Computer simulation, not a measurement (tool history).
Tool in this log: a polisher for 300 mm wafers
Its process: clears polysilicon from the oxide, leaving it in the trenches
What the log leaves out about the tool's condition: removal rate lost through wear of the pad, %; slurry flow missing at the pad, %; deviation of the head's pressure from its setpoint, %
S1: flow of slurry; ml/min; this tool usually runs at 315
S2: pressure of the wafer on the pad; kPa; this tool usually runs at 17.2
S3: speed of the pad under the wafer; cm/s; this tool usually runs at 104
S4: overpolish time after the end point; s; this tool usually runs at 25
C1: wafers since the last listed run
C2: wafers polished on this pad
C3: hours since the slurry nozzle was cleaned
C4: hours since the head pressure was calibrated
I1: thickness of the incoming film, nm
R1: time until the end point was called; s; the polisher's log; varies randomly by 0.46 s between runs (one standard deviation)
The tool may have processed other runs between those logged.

run   hour   S1    S2   S3  S4   C1   C2     C3      C4     I1    R1
  1    0.0  315  15.2  104  25    0   51    7.5   837.1  774.9  55.1
  2   22.9  315  15.2  104  25  115  167   30.4   860.0  764.7  54.4
  3   49.4  315  15.2  104  25  134  301   56.9   886.5  766.0  55.0
      86.5  -- worn pad replaced by a new one
  4   87.0  315  19.3  104  25  169    2   94.5   924.1  768.5  42.8
  5  150.7  315  19.3  104  25  322  324  158.2   987.8  773.0  42.7
  6  175.1  315  17.2  104  25  123  448  182.6  1012.2  761.6  47.1
     190.4  -- worn pad replaced by a new one
  7  260.3  315  17.2  104  25  410  353  267.8  1097.4  760.8  47.5
  8  292.8  315  17.2  104  25  164  518  300.3  1129.9  776.8  48.9
     308.7  -- worn pad replaced by a new one
     333.3  -- slurry nozzle cleaned
  9  371.2  205  20.0  114  40  371  310   37.9  1208.3  767.1  39.0
     379.4  -- head pressure recalibrated
 10  403.5  315  17.2  124  25  153  464   70.2    24.1  776.8  45.6
     422.1  -- worn pad replaced by a new one
 11  422.9  315  17.2  104  30   77    3   89.6    43.5  772.8  51.0
 12  444.9  315  17.2  104  25  111  115  111.6    65.5  764.6  50.2

Estimate the outcome of run 13 from the log above:
 13  480.5  315  22.8  78  16  180  295  147.2  101.1  770.8   ?

R1: 46.9 s
Without the tool's hidden state the same run would have given R1 46.8 s.
